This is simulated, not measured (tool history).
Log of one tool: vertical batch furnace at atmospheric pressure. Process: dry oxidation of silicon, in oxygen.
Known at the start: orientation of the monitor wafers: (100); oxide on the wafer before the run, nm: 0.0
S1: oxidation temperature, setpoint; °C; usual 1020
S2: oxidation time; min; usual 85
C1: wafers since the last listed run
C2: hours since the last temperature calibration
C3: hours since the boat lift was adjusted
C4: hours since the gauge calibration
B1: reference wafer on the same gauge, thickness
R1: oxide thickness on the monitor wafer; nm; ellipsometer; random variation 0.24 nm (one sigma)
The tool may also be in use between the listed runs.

run     day    S1     S2   C1      C2      C3     C4     B1      R1
  1       0  1039  111.5    0  2159.4  2071.8  298.2  84.78  104.95
  2   1.096  1039  111.5  179  2185.7  2098.1  324.5  84.78  105.81
  3   1.783  1039  111.5  112  2202.2  2114.6    341   84.8   105.9
  4   2.375  1020     85   97  2216.4  2128.8  355.2  84.79   75.39
  5   3.008  1020     85  103  2231.6    2144  370.4   84.8   74.83
  6   3.658  1026     54  106  2247.2  2159.6    386  84.77   58.72
  7   4.625  1020   95.5  158  2270.4  2182.8  409.2  84.76   81.29
  8   5.296  1020   95.5  110  2286.5  2198.9  425.3  84.75   81.36
  9   6.462  1020   95.5  191  2314.5  2226.9  453.3  84.82   81.47
 10   7.217  1009     85  123  2332.6    2245  471.4  84.83   68.09
 11    8.65  1009     85  235    2367  2279.4  505.8   84.8    68.2
 12   9.996  1009     85  220  2399.3  2311.7  538.1   84.8   67.74
 13  11.454  1020     85  239  2434.3  2346.7  573.1  84.77   75.38
 14  12.483  1020     85  168    2459  2371.4  597.8  84.87   75.16
 15  13.921  1020     85  235  2493.5  2405.9  632.3  84.77   75.39
 16  14.796  1001     85  143  2514.5  2426.9  653.3  84.78   62.94
 17  15.742  1001     85  155  2537.2  2449.6    676   84.8   63.76
 18  16.554  1001     85  133  2556.7  2469.1  695.5  84.82   63.25
     18.775  -- gauge calibrated
     18.942  -- thermocouples replaced and temperature profile calibrated
 19  18.962  1020     85  230     0.5  2526.9    4.5  84.81   76.83
 20  19.308  1020     85   56     8.8  2535.2   12.8  84.85   76.92
 21  21.079   997     85  290    51.3  2577.7   55.3  84.76   62.26
 22  21.679  1036    120   98    65.7  2592.1   69.7  84.79  111.15
 23  23.071  1035   45.5  228    99.1  2625.5  103.1  84.78   58.84
 24  23.929  1009     85  140   119.7  2646.1  123.7  84.77   69.91
     25.221  -- boat lift adjusted
     27.862  -- thermocouples replaced and temperature profile calibrated, repeated, since the last time left the tool worse
 25  27.883  1000     85  320     0.5    63.9  218.6  84.79    60.9
 26  28.904  1003   98.5  167      25    88.4  243.1  84.87    68.9
 27  29.788  1037    110  144    46.2   109.6  264.3  84.76  100.61
 28  30.954  1004   73.5  191    74.2   137.6  292.3  84.78   57.12
 29  31.821  1034     85  142      95   158.4  313.1  84.81   83.09
 30  33.246  1020     85  233   129.2   192.6  347.3  84.77   73.19
 31  33.788  1037  107.5   88   142.2   205.6  360.3  84.81   99.87
 32  34.675  1020     85  145   163.5   226.9  381.6   84.8   73.15
 33  35.779   997    121  181     190   253.4  408.1  84.86   74.86
 34  36.388  1020    109   99   204.6     268  422.7  84.79   86.25
 35  36.904   999     85   84     217   280.4  435.1  84.83   60.27
 36  38.033  1020     85  185   244.1   307.5  462.2  84.78   72.93
 37  39.146  1029    116  182   270.8   334.2  488.9  84.81   97.47
 38   40.05   996  113.5  148   292.5   355.9  510.6  84.77   71.35

Forecast each of these 5 alternatives for the next run:
  A  40.292  1020    110  39  298.3  361.7  516.4   ?   ?
  B  40.292  1004    127  39  298.3  361.7  516.4   ?   ?
  C  40.292  1003     85  39  298.3  361.7  516.4   ?   ?
  D  40.292  1034    112  39  298.3  361.7  516.4   ?   ?
  E  40.292  1004  120.5  39  298.3  361.7  516.4   ?   ?

run     B1     R1
  A  84.82  86.75
  B  84.82  82.56
  C  84.82   62.2
  D  84.82  99.23
  E  84.82  79.64
Without the tool's hidden state the same runs would have given:
run     R1
  A  86.25
  B  82.06
  C  61.81
  D  98.69
  E  79.15

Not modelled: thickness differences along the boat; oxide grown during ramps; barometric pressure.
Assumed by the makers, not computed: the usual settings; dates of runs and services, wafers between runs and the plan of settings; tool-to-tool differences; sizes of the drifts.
